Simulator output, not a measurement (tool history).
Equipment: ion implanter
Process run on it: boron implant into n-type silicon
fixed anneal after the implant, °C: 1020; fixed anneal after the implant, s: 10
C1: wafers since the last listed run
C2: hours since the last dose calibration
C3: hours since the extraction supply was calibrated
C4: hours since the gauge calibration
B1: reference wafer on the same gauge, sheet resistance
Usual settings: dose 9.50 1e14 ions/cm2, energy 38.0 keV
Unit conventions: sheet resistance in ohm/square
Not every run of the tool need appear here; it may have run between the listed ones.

Run 1, day 0.000: usual settings; C1 0; C2 936.8; C3 3703.6; C4 188.0; B1 117.99. Result: sheet resistance 121.32 ohm/square.
Run 2, day 0.383: usual settings but dose 10.36 1e14 ions/cm2, energy 47.5 keV; C1 113; C2 946.0; C3 3712.8; C4 197.2; B1 117.98. Result: sheet resistance 111.69 ohm/square.
Run 3, day 1.067: usual settings but dose 10.36 1e14 ions/cm2, energy 47.5 keV; C1 201; C2 962.4; C3 3729.2; C4 213.6; B1 117.97. Result: sheet resistance 111.93 ohm/square.
Run 4, day 1.525: usual settings but dose 10.36 1e14 ions/cm2, energy 47.5 keV; C1 135; C2 973.4; C3 3740.2; C4 224.6; B1 118.02. Result: sheet resistance 112.36 ohm/square.
Run 5, day 2.067: usual settings; C1 159; C2 986.4; C3 3753.2; C4 237.6; B1 117.92. Result: sheet resistance 122.02 ohm/square.
Run 6, day 2.708: usual settings; C1 189; C2 1001.8; C3 3768.6; C4 253.0; B1 117.98. Result: sheet resistance 121.67 ohm/square.
Run 7, day 3.054: usual settings; C1 102; C2 1010.1; C3 3776.9; C4 261.3; B1 117.99. Result: sheet resistance 121.95 ohm/square.
Run 8, day 3.479: usual settings; C1 125; C2 1020.3; C3 3787.1; C4 271.5; B1 117.94. Result: sheet resistance 122.71 ohm/square.
Run 9, day 3.883: usual settings; C1 119; C2 1030.0; C3 3796.8; C4 281.2; B1 117.98. Result: sheet resistance 122.03 ohm/square.
Run 10, day 4.546: usual settings; C1 195; C2 1045.9; C3 3812.7; C4 297.1; B1 118.05. Result: sheet resistance 122.49 ohm/square.
Run 11, day 4.862: usual settings; C1 93; C2 1053.5; C3 3820.3; C4 304.7; B1 118.03. Result: sheet resistance 122.66 ohm/square.
Run 12, day 5.550: usual settings; C1 202; C2 1070.0; C3 3836.8; C4 321.2; B1 118.04. Result: sheet resistance 122.53 ohm/square.
Run 13, day 5.975: usual settings; C1 125; C2 1080.2; C3 3847.0; C4 331.4; B1 117.97. Result: sheet resistance 122.57 ohm/square.
Run 14, day 6.250: usual settings but dose 7.79 1e14 ions/cm2, energy 46.5 keV; C1 81; C2 1086.8; C3 3853.6; C4 338.0; B1 118.02. Result: sheet resistance 141.88 ohm/square.
Run 15, day 6.917: usual settings but dose 11.93 1e14 ions/cm2, energy 26.5 keV; C1 196; C2 1102.8; C3 3869.6; C4 354.0; B1 118.00. Result: sheet resistance 104.22 ohm/square.
Run 16, day 7.500: usual settings but dose 10.36 1e14 ions/cm2, energy 47.5 keV; C1 172; C2 1116.8; C3 3883.6; C4 368.0; B1 118.03. Result: sheet resistance 113.11 ohm/square.
Run 17, day 7.812: usual settings but dose 8.14 1e14 ions/cm2, energy 43.0 keV; C1 92; C2 1124.3; C3 3891.1; C4 375.5; B1 118.04. Result: sheet resistance 138.23 ohm/square.
At day 7.988: gauge calibrated.
Run 18, day 8.238: usual settings but dose 11.31 1e14 ions/cm2, energy 44.5 keV; C1 125; C2 1134.5; C3 3901.3; C4 6.0; B1 117.96. Result: sheet resistance 106.02 ohm/square.
Run 19, day 8.546: usual settings but dose 11.36 1e14 ions/cm2, energy 32.0 keV; C1 90; C2 1141.9; C3 3908.7; C4 13.4; B1 118.04. Result: sheet resistance 107.40 ohm/square.
At day 9.004: extraction supply calibrated.
Run 20, day 9.017: usual settings but dose 8.39 1e14 ions/cm2, energy 46.5 keV; C1 40; C2 1153.2; C3 0.3; C4 24.7; B1 117.96. Result: sheet resistance 134.55 ohm/square.
Run 21, day 9.392: usual settings; C1 110; C2 1162.2; C3 9.3; C4 33.7; B1 118.02. Result: sheet resistance 123.84 ohm/square.
At day 9.762: Faraday cup replaced and dose calibrated.
Run 22, day 9.958: usual settings; C1 68; C2 4.7; C3 22.9; C4 47.3; B1 118.02. Result: sheet resistance 118.42 ohm/square.
Run 23, day 10.579: usual settings but dose 7.10 1e14 ions/cm2, energy 46.0 keV; C1 183; C2 19.6; C3 37.8; C4 62.2; B1 117.99. Result: sheet resistance 147.70 ohm/square.
Run 24, day 11.233: usual settings but dose 7.60 1e14 ions/cm2, energy 27.0 keV; C1 193; C2 35.3; C3 53.5; C4 77.9; B1 117.99. Result: sheet resistance 145.92 ohm/square.
Run 25, day 11.729: usual settings but dose 7.55 1e14 ions/cm2, energy 42.0 keV; C1 146; C2 47.2; C3 65.4; C4 89.8; B1 118.02. Result: sheet resistance 141.16 ohm/square.
Run 26, day 12.008: usual settings but dose 10.64 1e14 ions/cm2, energy 29.0 keV; C1 82; C2 53.9; C3 72.1; C4 96.5; B1 117.99. Result: sheet resistance 109.15 ohm/square.
Run 27, day 12.738: usual settings but dose 10.58 1e14 ions/cm2, energy 31.0 keV; C1 215; C2 71.4; C3 89.6; C4 114.0; B1 117.96. Result: sheet resistance 109.39 ohm/square.
Run 28, day 13.008: usual settings but dose 10.35 1e14 ions/cm2, energy 48.0 keV; C1 79; C2 77.9; C3 96.1; C4 120.5; B1 117.95. Result: sheet resistance 108.87 ohm/square.

Selected run-to-run steps in sheet resistance, each split into two signed amounts: the part the tool would show with no hidden state at all (from settings, incoming material and random variation), and the remainder, which goes to the hidden state together with any gauge scatter not common to the measured and the hidden-state-free results:
Hidden conditions of the tool in this case: deviation of the true dose from the Faraday cup's reading, %; deviation of the true energy from its setpoint, %; gauge reads high (%).
Run 14 -> 15: dose 7.79 -> 11.93, energy 46.5 -> 26.5. sheet resistance -37.66 ohm/square: hidden state -1.26, all else -36.40.
Run 17 -> 18: dose 8.14 -> 11.31, energy 43.0 -> 44.5, gauge calibrated. sheet resistance -32.21 ohm/square: hidden state -1.18, all else -31.03.
Run 21 -> 22: Faraday cup replaced and dose calibrated. sheet resistance -5.42 ohm/square: hidden state -5.34, all else -0.08.
